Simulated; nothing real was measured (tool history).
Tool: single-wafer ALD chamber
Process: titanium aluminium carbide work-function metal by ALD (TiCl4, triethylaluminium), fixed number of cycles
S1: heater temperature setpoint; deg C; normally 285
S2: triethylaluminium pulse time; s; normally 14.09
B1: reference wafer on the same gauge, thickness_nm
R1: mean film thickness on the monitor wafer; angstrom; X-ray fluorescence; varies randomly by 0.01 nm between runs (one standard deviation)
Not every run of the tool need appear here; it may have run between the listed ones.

| run | day | S1 | S2 | B1 | R1 |
|---|---|---|---|---|---|
| 1 | 0.000 | 285 | 14.09 | 1.648 | 19.24 |
| 2 | 2.808 | 285 | 14.09 | 1.655 | 19.08 |
| 3 | 5.329 | 285 | 14.09 | 1.649 | 19.31 |
| 4 | 7.092 | 294 | 14.09 | 1.649 | 20.16 |
| 5 | 9.896 | 294 | 14.09 | 1.645 | 19.80 |
| 6 | 12.633 | 294 | 14.09 | 1.650 | 19.91 |
|  | 13.921 | triethylaluminium bottle replaced |
| 7 | 15.029 | 279 | 17.09 | 1.650 | 18.66 |
| 8 | 17.671 | 279 | 17.09 | 1.650 | 18.75 |
| 9 | 20.275 | 279 | 17.09 | 1.653 | 18.65 |
| 10 | 22.412 | 285 | 14.09 | 1.649 | 19.15 |
| 11 | 24.412 | 285 | 14.09 | 1.651 | 19.09 |
| 12 | 27.104 | 285 | 14.09 | 1.649 | 19.12 |
|  | 28.188 | thermocouple changed; heater temperature recalibrated |
|  | 29.683 | showerhead replaced |
| 13 | 29.704 | 277 | 14.09 | 1.649 | 18.67 |
| 14 | 30.808 | 277 | 14.09 | 1.651 | 18.79 |
| 15 | 33.700 | 294 | 14.09 | 1.654 | 20.22 |
| 16 | 35.775 | 285 | 14.09 | 1.647 | 19.20 |
| 17 | 37.558 | 281 | 11.05 | 1.652 | 17.86 |
|  | 39.950 | triethylaluminium bottle replaced |
| 18 | 40.150 | 285 | 14.09 | 1.655 | 19.74 |
| 19 | 42.175 | 281 | 8.63 | 1.652 | 18.42 |
| 20 | 44.829 | 285 | 14.09 | 1.646 | 19.70 |
| 21 | 46.321 | 276 | 10.66 | 1.653 | 18.32 |
| 22 | 53.346 | 276 | 9.31 | 1.653 | 17.69 |
|  | 53.579 | gauge calibrated |
| 23 | 54.871 | 285 | 14.09 | 1.650 | 19.26 |
| 24 | 56.404 | 285 | 14.09 | 1.648 | 19.25 |
| 25 | 57.954 | 272 | 17.10 | 1.651 | 18.02 |
| 26 | 59.454 | 274 | 9.92 | 1.649 | 17.08 |
| 27 | 62.342 | 277 | 14.09 | 1.647 | 18.19 |
| 28 | 63.525 | 285 | 17.43 | 1.649 | 19.29 |
|  | 65.117 | triethylaluminium bottle replaced |
| 29 | 65.554 | 285 | 17.90 | 1.654 | 19.51 |
| 30 | 67.462 | 280 | 9.24 | 1.652 | 18.19 |
| 31 | 69.233 | 285 | 15.97 | 1.651 | 19.55 |
| 32 | 71.642 | 285 | 14.09 | 1.645 | 19.35 |
| 33 | 74.279 | 296 | 14.09 | 1.649 | 20.63 |

Alternative continuations, all from the tool just after run 33; predict every row:
| A | 74.296 | 293 | 14.09 | ? | ? |
| B | 74.296 | 293 | 9.09 | ? | ? |
| C | 74.296 | 291 | 17.53 | ? | ? |
| D | 74.296 | 289 | 15.98 | ? | ? |

| run | B1 | R1 |
|---|---|---|
| A | 1.645 | 20.12 |
| B | 1.645 | 19.23 |
| C | 1.645 | 20.10 |
| D | 1.645 | 19.83 |
What these runs would have given with no unlogged condition in the tool:
| run | R1 |
|---|---|
| A | 20.76 |
| B | 20.15 |
| C | 20.65 |
| D | 20.41 |
